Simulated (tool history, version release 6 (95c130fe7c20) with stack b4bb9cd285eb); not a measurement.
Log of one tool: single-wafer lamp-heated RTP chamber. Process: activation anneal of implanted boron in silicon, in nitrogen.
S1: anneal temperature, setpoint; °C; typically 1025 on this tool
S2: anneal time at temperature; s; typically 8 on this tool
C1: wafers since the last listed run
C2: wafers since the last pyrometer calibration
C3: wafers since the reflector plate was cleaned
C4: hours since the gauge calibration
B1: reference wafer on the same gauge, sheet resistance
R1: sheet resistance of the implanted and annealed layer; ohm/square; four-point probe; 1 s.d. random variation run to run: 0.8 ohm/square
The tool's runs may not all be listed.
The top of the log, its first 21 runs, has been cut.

Run 22, day 61.038: usual settings but S2 11 s; C1 557; C2 6489; C3 8887; C4 1262.7; B1 134.93. Result: R1 155.93 ohm/square.
Run 23, day 63.95: usual settings but S1 1016 °C, S2 6 s; C1 677; C2 7166; C3 9564; C4 1332.6; B1 134.93. Result: R1 161.72 ohm/square.
At day 64.829: reflector plate cleaned.
At day 64.933: pyrometer window cleaned and pyrometer calibrated.
Run 24, day 66.296: usual settings but S1 1034 °C; C1 443; C2 316; C3 316; C4 1388.9; B1 135.15. Result: R1 158.78 ohm/square.
Run 25, day 69.996: usual settings but S1 997 °C, S2 12 s; C1 860; C2 1176; C3 1176; C4 1477.7; B1 135.02. Result: R1 170.53 ohm/square.
Run 26, day 72.675: usual settings but S1 1043 °C, S2 4 s; C1 622; C2 1799; C3 1799; C4 1542; B1 134.97. Result: R1 160.51 ohm/square.
Run 27, day 75.938: usual settings but S1 1043 °C, S2 6 s; C1 758; C2 2558; C3 2558; C4 1620.3; B1 135.01. Result: R1 157.18 ohm/square.
Run 28, day 79.496: usual settings; C1 827; C2 3385; C3 3385; C4 1705.7; B1 135.02. Result: R1 160.49 ohm/square.
Run 29, day 82.567: usual settings; C1 713; C2 4099; C3 4099; C4 1779.4; B1 135.15. Result: R1 160.53 ohm/square.

Run 30 comes next. What will it give?
Run 30, day 86.721: usual settings; C1 965; C2 5065; C3 5065; C4 1879.1; B1 ?. Result: R1 ?.

{"run 30": {"B1": 135.23, "R1": 159.72}}
The same run, on a tool lacking any hidden state, would have yielded R1 161.98 ohm/square.

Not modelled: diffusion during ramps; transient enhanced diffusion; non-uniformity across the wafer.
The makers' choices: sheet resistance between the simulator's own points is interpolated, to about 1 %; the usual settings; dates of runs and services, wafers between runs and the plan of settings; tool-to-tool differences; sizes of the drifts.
